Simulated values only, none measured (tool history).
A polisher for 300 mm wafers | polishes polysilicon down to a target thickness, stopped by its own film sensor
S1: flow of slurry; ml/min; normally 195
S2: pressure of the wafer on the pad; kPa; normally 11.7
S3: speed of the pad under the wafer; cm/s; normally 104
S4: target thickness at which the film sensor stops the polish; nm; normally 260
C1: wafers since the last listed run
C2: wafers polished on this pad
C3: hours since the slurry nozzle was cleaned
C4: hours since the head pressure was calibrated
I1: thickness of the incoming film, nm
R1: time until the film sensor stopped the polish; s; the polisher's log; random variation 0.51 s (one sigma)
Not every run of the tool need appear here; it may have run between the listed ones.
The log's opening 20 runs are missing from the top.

Run 21, day 10.3: usual settings but S1 135 ml/min, S2 13.1 kPa, S3 118 cm/s, S4 228 nm; C1 45; C2 494; C3 164.3; C4 105.8; I1 543.7. Result: R1 51.8 s.
Run 22, day 10.775: usual settings; C1 65; C2 559; C3 175.7; C4 117.2; I1 538. Result: R1 54.2 s.
Run 23, day 11.275: usual settings but S1 260 ml/min, S3 116 cm/s; C1 68; C2 628; C3 187.7; C4 129.2; I1 536.3. Result: R1 46.2 s.
Run 24, day 11.712: usual settings but S1 170 ml/min, S2 9.7 kPa; C1 59; C2 687; C3 198.2; C4 139.7; I1 531.8. Result: R1 66.6 s.
Run 25, day 12.375: usual settings; C1 90; C2 778; C3 214.1; C4 155.6; I1 549.8. Result: R1 56.9 s.
At day 12.758: worn pad replaced by a new one.
Run 26, day 12.779: usual settings but S1 230 ml/min, S3 82 cm/s, S4 179 nm; C1 32; C2 2; C3 223.8; C4 165.3; I1 542. Result: R1 90.1 s.
Run 27, day 13.167: usual settings; C1 53; C2 55; C3 233.1; C4 174.6; I1 542.1. Result: R1 55.8 s.
Run 28, day 13.55: usual settings but S2 13.1 kPa, S3 124 cm/s, S4 304 nm; C1 52; C2 108; C3 242.3; C4 183.8; I1 548.7. Result: R1 35.9 s.
Run 29, day 14.075: usual settings but S1 245 ml/min, S2 13.1 kPa, S4 163 nm; C1 71; C2 180; C3 254.9; C4 196.4; I1 544.1. Result: R1 64.4 s.
Run 30, day 14.425: usual settings but S4 317 nm; C1 47; C2 227; C3 263.3; C4 204.8; I1 533.7. Result: R1 42 s.
Run 31, day 14.946: usual settings but S2 14.5 kPa; C1 71; C2 299; C3 275.8; C4 217.3; I1 537. Result: R1 43.2 s.
Run 32, day 15.583: usual settings; C1 87; C2 386; C3 291.1; C4 232.6; I1 542.7. Result: R1 55.1 s.
Run 33, day 16.833: usual settings but S1 170 ml/min, S3 134 cm/s, S4 205 nm; C1 171; C2 557; C3 321.1; C4 262.6; I1 540.6. Result: R1 51.2 s.
Run 34, day 17.292: usual settings but S1 225 ml/min; C1 62; C2 620; C3 332.1; C4 273.6; I1 539.4. Result: R1 53.1 s.
Run 35, day 17.596: usual settings but S1 125 ml/min; C1 41; C2 661; C3 339.4; C4 280.9; I1 546.1. Result: R1 59.6 s.
Run 36, day 18.304: usual settings; C1 96; C2 758; C3 356.4; C4 297.9; I1 548.4. Result: R1 56.1 s.

Consider 5 possible next runs. They are alternatives, not a sequence: every one starts from the tool as it was left by run 36. What does each give?
Run A, day 18.321: usual settings; C1 2; C2 761; C3 356.8; C4 298.3; I1 537.7. Result: R1 ?.
Run B, day 18.321: usual settings but S1 225 ml/min, S3 92 cm/s; C1 2; C2 761; C3 356.8; C4 298.3; I1 537.7. Result: R1 ?.
Run C, day 18.321: usual settings but S2 15.9 kPa, S3 72 cm/s; C1 2; C2 761; C3 356.8; C4 298.3; I1 537.7. Result: R1 ?.
Run D, day 18.321: usual settings but S1 140 ml/min, S2 10.3 kPa; C1 2; C2 761; C3 356.8; C4 298.3; I1 537.7. Result: R1 ?.
Run E, day 18.321: usual settings but S1 235 ml/min, S2 9.7 kPa, S4 184 nm; C1 2; C2 761; C3 356.8; C4 298.3; I1 537.7. Result: R1 ?.

run    R1
  A  53.9
  B  59.9
  C  57.6
  D  64.4
  E  81.5
With no hidden state in the tool, these same runs would have given:
run    R1
  A  56.5
  B  62.7
  C  60.3
  D  67.4
  E  85.3

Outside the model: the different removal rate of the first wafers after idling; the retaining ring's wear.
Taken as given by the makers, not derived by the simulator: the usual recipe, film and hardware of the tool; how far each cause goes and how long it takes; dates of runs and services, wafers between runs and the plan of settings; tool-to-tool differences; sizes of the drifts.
